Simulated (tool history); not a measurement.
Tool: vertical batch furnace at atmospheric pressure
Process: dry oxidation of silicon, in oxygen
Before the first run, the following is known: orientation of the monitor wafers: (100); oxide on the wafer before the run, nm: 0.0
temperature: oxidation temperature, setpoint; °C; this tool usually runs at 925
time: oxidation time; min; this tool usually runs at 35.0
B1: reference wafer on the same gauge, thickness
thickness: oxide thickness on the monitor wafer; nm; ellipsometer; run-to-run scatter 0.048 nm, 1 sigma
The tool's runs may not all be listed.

{"run": 1, "hour": 0.0, "temperature": 925, "time": 35.0, "B1": 19.91, "thickness": 16.84}
{"run": 2, "hour": 15.2, "temperature": 925, "time": 35.0, "B1": 19.89, "thickness": 16.78}
{"run": 3, "hour": 49.2, "temperature": 940, "time": 31.5, "B1": 19.9, "thickness": 18.23}
{"run": 4, "hour": 76.6, "temperature": 940, "time": 31.5, "B1": 19.89, "thickness": 18.24}
{"run": 5, "hour": 93.6, "temperature": 940, "time": 31.5, "B1": 19.88, "thickness": 18.19}
{"run": 6, "hour": 110.8, "temperature": 938, "time": 44.5, "B1": 19.9, "thickness": 22.41}
{"run": 7, "hour": 127.9, "temperature": 938, "time": 44.5, "B1": 19.9, "thickness": 22.42}
{"run": 8, "hour": 152.7, "temperature": 925, "time": 35.0, "B1": 19.91, "thickness": 16.8}
{"run": 9, "hour": 183.5, "temperature": 925, "time": 35.0, "B1": 19.89, "thickness": 16.79}
{"hour": 191.6, "done": "gauge calibrated"}
{"run": 10, "hour": 205.0, "temperature": 925, "time": 35.0, "B1": 19.9, "thickness": 16.81}
{"run": 11, "hour": 223.1, "temperature": 925, "time": 35.0, "B1": 19.9, "thickness": 16.74}
{"run": 12, "hour": 297.3, "temperature": 908, "time": 35.0, "B1": 19.91, "thickness": 14.2}
{"run": 13, "hour": 330.3, "temperature": 908, "time": 35.0, "B1": 19.88, "thickness": 14.13}
{"run": 14, "hour": 354.4, "temperature": 925, "time": 35.0, "B1": 19.9, "thickness": 16.87}
{"run": 15, "hour": 384.8, "temperature": 925, "time": 35.0, "B1": 19.9, "thickness": 16.9}
{"run": 16, "hour": 419.2, "temperature": 925, "time": 35.0, "B1": 19.89, "thickness": 16.85}
{"hour": 471.9, "done": "thermocouples replaced and temperature profile calibrated"}
{"run": 17, "hour": 472.4, "temperature": 934, "time": 35.0, "B1": 19.88, "thickness": 18.43}
{"hour": 497.7, "done": "boat lift adjusted"}
{"run": 18, "hour": 498.2, "temperature": 944, "time": 29.0, "B1": 19.91, "thickness": 18.07}
{"run": 19, "hour": 502.1, "temperature": 925, "time": 29.0, "B1": 19.9, "thickness": 14.86}
{"run": 20, "hour": 535.4, "temperature": 925, "time": 35.0, "B1": 19.89, "thickness": 16.81}
{"run": 21, "hour": 552.8, "temperature": 925, "time": 35.0, "B1": 19.9, "thickness": 16.8}
{"run": 22, "hour": 573.1, "temperature": 901, "time": 21.0, "B1": 19.89, "thickness": 9.25}
{"run": 23, "hour": 604.7, "temperature": 925, "time": 35.0, "B1": 19.91, "thickness": 16.87}
{"run": 24, "hour": 631.3, "temperature": 909, "time": 35.0, "B1": 19.9, "thickness": 14.33}
{"run": 25, "hour": 655.6, "temperature": 946, "time": 35.0, "B1": 19.9, "thickness": 21.0}
{"run": 26, "hour": 671.1, "temperature": 925, "time": 35.0, "B1": 19.91, "thickness": 16.83}
{"run": 27, "hour": 701.0, "temperature": 945, "time": 47.0, "B1": 19.91, "thickness": 25.1}
{"run": 28, "hour": 718.7, "temperature": 903, "time": 35.0, "B1": 19.89, "thickness": 13.5}
{"run": 29, "hour": 736.9, "temperature": 906, "time": 47.5, "B1": 19.91, "thickness": 17.07}
{"run": 30, "hour": 767.6, "temperature": 938, "time": 44.5, "B1": 19.9, "thickness": 22.36}
{"run": 31, "hour": 790.6, "temperature": 925, "time": 35.0, "B1": 19.9, "thickness": 16.84}
{"run": 32, "hour": 818.6, "temperature": 945, "time": 30.5, "B1": 19.9, "thickness": 18.95}
{"run": 33, "hour": 832.4, "temperature": 925, "time": 35.0, "B1": 19.88, "thickness": 16.82}
{"run": 34, "hour": 848.3, "temperature": 904, "time": 35.0, "B1": 19.9, "thickness": 13.57}
{"run": 35, "hour": 863.0, "temperature": 925, "time": 22.5, "B1": 19.91, "thickness": 12.53}
{"run": 36, "hour": 885.6, "temperature": 940, "time": 31.5, "B1": 19.9, "thickness": 18.27}
{"run": 37, "hour": 911.9, "temperature": 909, "time": 51.5, "B1": 19.88, "thickness": 18.6}
{"run": 38, "hour": 936.8, "temperature": 925, "time": 35.0, "B1": 19.91, "thickness": 16.82}
{"run": 39, "hour": 957.5, "temperature": 938, "time": 42.0, "B1": 19.9, "thickness": 21.47}
{"run": 40, "hour": 984.3, "temperature": 938, "time": 44.5, "B1": 19.9, "thickness": 22.47}

What the log doesn't show, run by run:
true tube temperature minus thermocouple reading, K: 0 on each run
monitor wafer colder than the profiled boat position, K: 0 on each run
gauge reads high (%): 0 on each run

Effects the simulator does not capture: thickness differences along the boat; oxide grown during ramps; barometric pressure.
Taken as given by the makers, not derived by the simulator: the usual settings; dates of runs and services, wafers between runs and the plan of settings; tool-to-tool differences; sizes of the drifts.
